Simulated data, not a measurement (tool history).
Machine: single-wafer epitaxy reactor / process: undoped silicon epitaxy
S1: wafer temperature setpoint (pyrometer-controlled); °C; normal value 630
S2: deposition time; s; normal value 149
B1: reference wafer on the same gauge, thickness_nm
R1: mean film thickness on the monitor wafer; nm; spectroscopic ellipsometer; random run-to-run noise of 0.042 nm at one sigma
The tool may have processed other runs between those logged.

Run 1, hour 0.0: usual settings; B1 14.181. Result: R1 14.439 nm.
Run 2, hour 7.1: usual settings; B1 14.177. Result: R1 14.448 nm.
Run 3, hour 13.7: usual settings but S2 134 s; B1 14.203. Result: R1 13.009 nm.
Run 4, hour 22.8: usual settings but S2 134 s; B1 14.202. Result: R1 12.983 nm.
Run 5, hour 33.0: usual settings but S1 623 °C; B1 14.197. Result: R1 12.447 nm.
Run 6, hour 39.2: usual settings but S1 623 °C; B1 14.199. Result: R1 12.356 nm.
Run 7, hour 67.3: usual settings but S1 623 °C; B1 14.204. Result: R1 12.379 nm.
Run 8, hour 77.4: usual settings but S2 137 s; B1 14.198. Result: R1 13.182 nm.
Run 9, hour 89.4: usual settings but S2 137 s; B1 14.206. Result: R1 13.142 nm.
Run 10, hour 112.5: usual settings but S2 137 s; B1 14.197. Result: R1 13.211 nm.
Run 11, hour 126.8: usual settings; B1 14.187. Result: R1 14.286 nm.
Run 12, hour 141.8: usual settings but S1 638 °C, S2 164 s; B1 14.207. Result: R1 18.664 nm.
Run 13, hour 152.7: usual settings; B1 14.200. Result: R1 14.338 nm.
Run 14, hour 159.9: usual settings; B1 14.189. Result: R1 14.269 nm.
Run 15, hour 166.5: usual settings; B1 14.191. Result: R1 14.333 nm.
Run 16, hour 174.4: usual settings but S1 621 °C; B1 14.189. Result: R1 11.751 nm.
Run 17, hour 184.9: usual settings but S1 621 °C; B1 14.193. Result: R1 13.312 nm.
Run 18, hour 213.7: usual settings; B1 14.213. Result: R1 16.114 nm.
Run 19, hour 230.8: usual settings but S1 641 °C, S2 167 s; B1 14.201. Result: R1 22.827 nm.
Run 20, hour 238.8: usual settings but S1 634 °C; B1 14.212. Result: R1 17.525 nm.
Run 21, hour 253.6: usual settings but S1 640 °C; B1 14.211. Result: R1 19.883 nm.
Run 22, hour 264.8: usual settings but S1 637 °C; B1 14.199. Result: R1 18.605 nm.
Run 23, hour 281.2: usual settings; B1 14.197. Result: R1 16.071 nm.
Run 24, hour 293.9: usual settings but S1 620 °C, S2 139 s; B1 14.223. Result: R1 12.101 nm.
Run 25, hour 309.5: usual settings but S1 618 °C, S2 164 s; B1 14.187. Result: R1 13.637 nm.
Run 26, hour 324.2: usual settings but S1 624 °C, S2 130 s; B1 14.185. Result: R1 12.338 nm.
Run 27, hour 331.4: usual settings but S2 175 s; B1 14.218. Result: R1 18.720 nm.
Run 28, hour 343.3: usual settings but S1 625 °C; B1 14.202. Result: R1 14.404 nm.
Run 29, hour 351.5: usual settings but S1 623 °C; B1 14.191. Result: R1 13.787 nm.
Run 30, hour 365.3: usual settings but S1 625 °C, S2 164 s; B1 14.207. Result: R1 15.861 nm.
Run 31, hour 377.4: usual settings but S2 131 s; B1 14.185. Result: R1 14.108 nm.
Run 32, hour 390.9: usual settings but S1 645 °C, S2 165 s; B1 14.183. Result: R1 24.056 nm.
Run 33, hour 405.9: usual settings; B1 14.207. Result: R1 15.886 nm.
Run 34, hour 420.4: usual settings but S1 638 °C; B1 14.193. Result: R1 18.895 nm.
Run 35, hour 428.1: usual settings but S1 635 °C, S2 138 s; B1 14.195. Result: R1 16.346 nm.
Run 36, hour 451.3: usual settings but S1 622 °C, S2 125 s; B1 14.190. Result: R1 11.242 nm.
Run 37, hour 466.7: usual settings but S1 640 °C, S2 162 s; B1 14.206. Result: R1 21.345 nm.

Between the runs listed above, the log contained 2 entries, not reproduced here. Where in the sequence does each belong, and how does what the log doesn't record of the tool's condition differ from the listed run before to the listed run after?
After run 16, before run 17: pyrometer calibrated (hour 184.4)
  wafer temperature above the value expected at the setpoint (K): -5.06 -> 0.701
  measured minus no-state result, R1: -1.360 -> +0.199 nm
After run 23, before run 24: gauge calibrated (hour 288.7)
  wafer temperature above the value expected at the setpoint (K): 0.441 -> 0.406
  measured minus no-state result, R1: +0.149 -> +0.106 nm
